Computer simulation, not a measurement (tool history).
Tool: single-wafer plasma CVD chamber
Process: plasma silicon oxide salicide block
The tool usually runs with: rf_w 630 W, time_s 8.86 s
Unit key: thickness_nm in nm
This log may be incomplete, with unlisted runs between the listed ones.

run,hour,rf_w,time_s,wafers since the last listed run,hours since the last RF generator calibration,hours since the showerhead was replaced,hours since the gauge calibration,"read-back reference wafer on the same gauge, thickness_nm",thickness_nm
1,0.0,630,8.86,0,1296.9,5276.3,481.3,108.582,87.948
2,36.6,630,8.86,577,1333.5,5312.9,517.9,108.358,86.852
3,74.3,630,8.86,595,1371.2,5350.6,555.6,108.576,87.469
4,368.0,575,9.70,4637,1664.9,5644.3,849.3,108.466,92.172
5,442.7,575,9.70,1179,1739.6,5719.0,924.0,108.494,91.505
6,493.8,630,8.86,806,1790.7,5770.1,975.1,108.673,86.801
7,549.1,630,8.86,873,1846.0,5825.4,1030.4,108.525,86.809
8,609.8,630,8.86,958,1906.7,5886.1,1091.1,108.397,86.661
# hour 634.4: showerhead replaced, of another model than before
9,694.8,630,8.86,1215,1991.7,60.4,1176.1,108.381,89.657
# hour 734.2: gauge calibrated
10,750.5,630,8.86,879,2047.4,116.1,16.3,108.477,88.435
11,823.0,630,7.56,1144,2119.9,188.6,88.8,108.467,75.980
# hour 874.9: RF generator calibrated
12,924.8,630,7.56,1480,49.9,290.4,190.6,108.360,76.941
13,1026.3,670,8.86,1602,151.4,391.9,292.1,108.622,90.960
14,1095.2,630,7.49,1087,220.3,460.8,361.0,108.628,76.560
15,1170.0,630,8.86,1181,295.1,535.6,435.8,108.681,90.047
16,1236.3,680,8.86,1046,361.4,601.9,502.1,108.472,90.894
17,1340.0,585,8.86,1637,465.1,705.6,605.8,108.491,87.807
18,1393.6,595,8.86,846,518.7,759.2,659.4,108.456,89.087
19,1445.3,565,8.04,816,570.4,810.9,711.1,108.485,79.391
20,1529.2,630,8.86,1324,654.3,894.8,795.0,108.369,89.476
21,1631.2,740,8.86,1610,756.3,996.8,897.0,108.633,92.672
22,1687.1,580,9.99,882,812.2,1052.7,952.9,108.670,99.219
23,1792.9,695,7.60,1670,918.0,1158.5,1058.7,108.396,78.643
24,1832.2,590,9.48,620,957.3,1197.8,1098.0,108.374,94.248

5 options for the next run, each taken on its own from the tool as it stands now. Forecast them:
A,1832.6,630,8.86,6,957.7,1198.2,1098.4,?,?
B,1832.6,630,10.62,6,957.7,1198.2,1098.4,?,?
C,1832.6,630,10.37,6,957.7,1198.2,1098.4,?,?
D,1832.6,715,9.85,6,957.7,1198.2,1098.4,?,?
E,1832.6,600,7.75,6,957.7,1198.2,1098.4,?,?

run,"read-back reference wafer on the same gauge, thickness_nm",thickness_nm
A,108.490,89.191
B,108.490,106.908
C,108.490,104.392
D,108.490,102.044
E,108.490,77.177
The same runs, with their run-to-run variation unchanged, on a tool lacking any hidden condition would have given:
run,thickness_nm
A,90.580
B,108.573
C,106.018
D,103.633
E,78.379

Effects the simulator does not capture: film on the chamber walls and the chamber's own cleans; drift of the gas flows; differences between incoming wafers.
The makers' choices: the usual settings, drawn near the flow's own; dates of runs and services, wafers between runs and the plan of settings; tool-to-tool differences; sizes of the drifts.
